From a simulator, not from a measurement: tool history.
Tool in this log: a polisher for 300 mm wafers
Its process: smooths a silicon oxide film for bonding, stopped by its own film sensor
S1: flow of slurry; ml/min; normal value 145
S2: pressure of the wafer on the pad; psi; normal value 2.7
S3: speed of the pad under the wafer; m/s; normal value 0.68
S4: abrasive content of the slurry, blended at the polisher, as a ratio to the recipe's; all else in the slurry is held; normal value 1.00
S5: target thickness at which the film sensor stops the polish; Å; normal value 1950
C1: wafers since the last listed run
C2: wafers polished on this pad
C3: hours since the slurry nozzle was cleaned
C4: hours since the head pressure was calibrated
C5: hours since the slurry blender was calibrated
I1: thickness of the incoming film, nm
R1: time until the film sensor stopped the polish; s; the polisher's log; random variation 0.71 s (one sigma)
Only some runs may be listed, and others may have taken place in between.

| run | hour | S1 | S2 | S3 | S4 | S5 | C1 | C2 | C3 | C4 | C5 | I1 | R1 |
|---|---|---|---|---|---|---|---|---|---|---|---|---|---|
| 1 | 0.0 | 130 | 2.7 | 0.68 | 1.00 | 1900 | 0 | 553 | 233.0 | 591.7 | 47.4 | 219.2 | 46.9 |
|  | 14.9 | slurry nozzle cleaned |
| 2 | 17.2 | 130 | 2.7 | 0.68 | 1.00 | 1900 | 137 | 690 | 2.3 | 608.9 | 64.6 | 221.2 | 50.7 |
| 3 | 48.6 | 145 | 2.7 | 0.68 | 1.00 | 1950 | 265 | 956 | 33.7 | 640.3 | 96.0 | 221.2 | 45.2 |
| 4 | 61.9 | 145 | 2.7 | 0.68 | 1.00 | 1950 | 112 | 1069 | 47.0 | 653.6 | 109.3 | 222.7 | 46.2 |
| 5 | 74.2 | 145 | 2.7 | 0.68 | 1.00 | 1950 | 104 | 1173 | 59.3 | 665.9 | 121.6 | 219.9 | 43.2 |
| 6 | 102.4 | 145 | 2.1 | 0.56 | 1.00 | 1950 | 238 | 1411 | 87.5 | 694.1 | 149.8 | 217.8 | 57.8 |
| 7 | 127.5 | 145 | 2.1 | 0.56 | 1.00 | 1950 | 212 | 1624 | 112.6 | 719.2 | 174.9 | 216.6 | 57.6 |
|  | 152.7 | worn pad replaced by a new one |
| 8 | 153.2 | 145 | 2.1 | 0.56 | 1.00 | 1950 | 183 | 4 | 138.3 | 744.9 | 200.6 | 223.5 | 66.3 |
| 9 | 182.0 | 145 | 2.7 | 0.68 | 1.00 | 1950 | 243 | 248 | 167.1 | 773.7 | 229.4 | 216.2 | 33.8 |
| 10 | 200.9 | 145 | 2.7 | 0.68 | 1.00 | 1950 | 159 | 407 | 186.0 | 792.6 | 248.3 | 218.5 | 38.7 |
| 11 | 220.9 | 145 | 2.7 | 0.52 | 1.00 | 1950 | 169 | 577 | 206.0 | 812.6 | 268.3 | 221.9 | 53.6 |
| 12 | 240.4 | 185 | 2.7 | 0.68 | 1.00 | 1950 | 165 | 742 | 225.5 | 832.1 | 287.8 | 217.7 | 36.7 |
|  | 249.6 | slurry nozzle cleaned |
| 13 | 298.9 | 145 | 2.7 | 0.68 | 1.00 | 1950 | 486 | 1228 | 49.3 | 890.6 | 346.3 | 215.3 | 36.0 |
| 14 | 317.7 | 185 | 2.7 | 0.68 | 1.00 | 1950 | 159 | 1387 | 68.1 | 909.4 | 365.1 | 221.0 | 43.6 |
|  | 344.9 | slurry blender recalibrated |
|  | 368.8 | worn pad replaced by a new one |
| 15 | 406.9 | 145 | 2.7 | 0.68 | 0.75 | 1950 | 704 | 322 | 157.3 | 998.6 | 62.0 | 218.3 | 44.2 |
| 16 | 420.6 | 145 | 3.2 | 0.68 | 1.30 | 1950 | 115 | 438 | 171.0 | 1012.3 | 75.7 | 218.7 | 29.1 |
| 17 | 452.6 | 180 | 2.7 | 0.54 | 1.30 | 1920 | 270 | 708 | 203.0 | 1044.3 | 107.7 | 216.7 | 42.1 |
| 18 | 480.1 | 145 | 2.7 | 0.60 | 0.75 | 1950 | 232 | 941 | 230.5 | 1071.8 | 135.2 | 217.3 | 49.1 |
| 19 | 506.9 | 100 | 2.3 | 0.68 | 1.10 | 2000 | 226 | 1168 | 257.3 | 1098.6 | 162.0 | 217.9 | 36.3 |
|  | 523.7 | slurry nozzle cleaned |
| 20 | 536.2 | 145 | 2.7 | 0.68 | 1.00 | 1950 | 239 | 1407 | 12.5 | 1127.9 | 191.3 | 217.0 | 37.5 |
|  | 549.1 | head pressure recalibrated |
|  | 564.1 | worn pad replaced by a new one |
| 21 | 564.6 | 145 | 2.7 | 0.68 | 1.00 | 1950 | 189 | 4 | 40.9 | 15.5 | 219.7 | 221.6 | 41.5 |
| 22 | 594.9 | 115 | 2.7 | 0.90 | 1.00 | 1950 | 256 | 260 | 71.2 | 45.8 | 250.0 | 216.0 | 26.9 |
| 23 | 608.2 | 145 | 2.7 | 0.68 | 1.00 | 1950 | 112 | 373 | 84.5 | 59.1 | 263.3 | 219.6 | 38.5 |
| 24 | 639.2 | 145 | 2.7 | 0.82 | 1.00 | 1880 | 262 | 635 | 115.5 | 90.1 | 294.3 | 220.5 | 44.6 |
| 25 | 653.7 | 145 | 2.7 | 0.68 | 1.00 | 1950 | 122 | 758 | 130.0 | 104.6 | 308.8 | 216.5 | 35.1 |
| 26 | 686.9 | 145 | 3.3 | 0.68 | 1.00 | 1950 | 280 | 1039 | 163.2 | 137.8 | 342.0 | 217.8 | 31.4 |
| 27 | 713.9 | 145 | 2.7 | 0.54 | 1.00 | 1950 | 228 | 1267 | 190.2 | 164.8 | 369.0 | 219.7 | 49.6 |
| 28 | 743.9 | 145 | 2.7 | 0.50 | 0.85 | 2000 | 253 | 1521 | 220.2 | 194.8 | 399.0 | 220.3 | 49.9 |
| 29 | 771.1 | 160 | 2.9 | 0.48 | 0.80 | 1950 | 230 | 1751 | 247.4 | 222.0 | 426.2 | 217.2 | 52.8 |
|  | 773.5 | slurry blender recalibrated |
|  | 788.2 | worn pad replaced by a new one |
| 30 | 796.2 | 145 | 2.7 | 0.68 | 1.00 | 1950 | 161 | 67 | 272.5 | 247.1 | 22.7 | 220.0 | 39.8 |
| 31 | 812.2 | 190 | 3.3 | 0.50 | 1.00 | 1980 | 135 | 203 | 288.5 | 263.1 | 38.7 | 217.6 | 31.9 |

Hidden state at the last listed run before each entry between runs and at the first one after, where it differs:
Run 1 -> run 2: slurry nozzle cleaned (hour 14.9)
  removal rate lost through wear of the pad, %: 4.47 -> 5.44
  measured value less the no-hidden-state value, R1: +2.1 -> +2.8 s
Run 7 -> run 8: worn pad replaced by a new one (hour 152.7)
  removal rate lost through wear of the pad, %: 11.6 -> 2.11
  measured value less the no-hidden-state value, R1: +6.7 -> +1.4 s
Run 12 -> run 13: slurry nozzle cleaned (hour 249.6)
  removal rate lost through wear of the pad, %: 6.99 -> 10.3
  measured value less the no-hidden-state value, R1: +2.5 -> +3.7 s
Run 14 -> run 15: slurry blender recalibrated (hour 344.9); worn pad replaced by a new one (hour 368.8)
  removal rate lost through wear of the pad, %: 11.3 -> 3.5
  measured value less the no-hidden-state value, R1: +4.9 -> +1.5 s
Run 19 -> run 20: slurry nozzle cleaned (hour 523.7)
  removal rate lost through wear of the pad, %: 9.09 -> 10.7
  measured value less the no-hidden-state value, R1: +3.3 -> +4.1 s
Run 20 -> run 21: head pressure recalibrated (hour 549.1); worn pad replaced by a new one (hour 564.1)
  removal rate lost through wear of the pad, %: 10.7 -> 0.463
  measured value less the no-hidden-state value, R1: +4.1 -> +0.2 s
Run 29 -> run 30: slurry blender recalibrated (hour 773.5); worn pad replaced by a new one (hour 788.2)
  removal rate lost through wear of the pad, %: 12 -> 0.622
  measured value less the no-hidden-state value, R1: +6.4 -> +0.3 s

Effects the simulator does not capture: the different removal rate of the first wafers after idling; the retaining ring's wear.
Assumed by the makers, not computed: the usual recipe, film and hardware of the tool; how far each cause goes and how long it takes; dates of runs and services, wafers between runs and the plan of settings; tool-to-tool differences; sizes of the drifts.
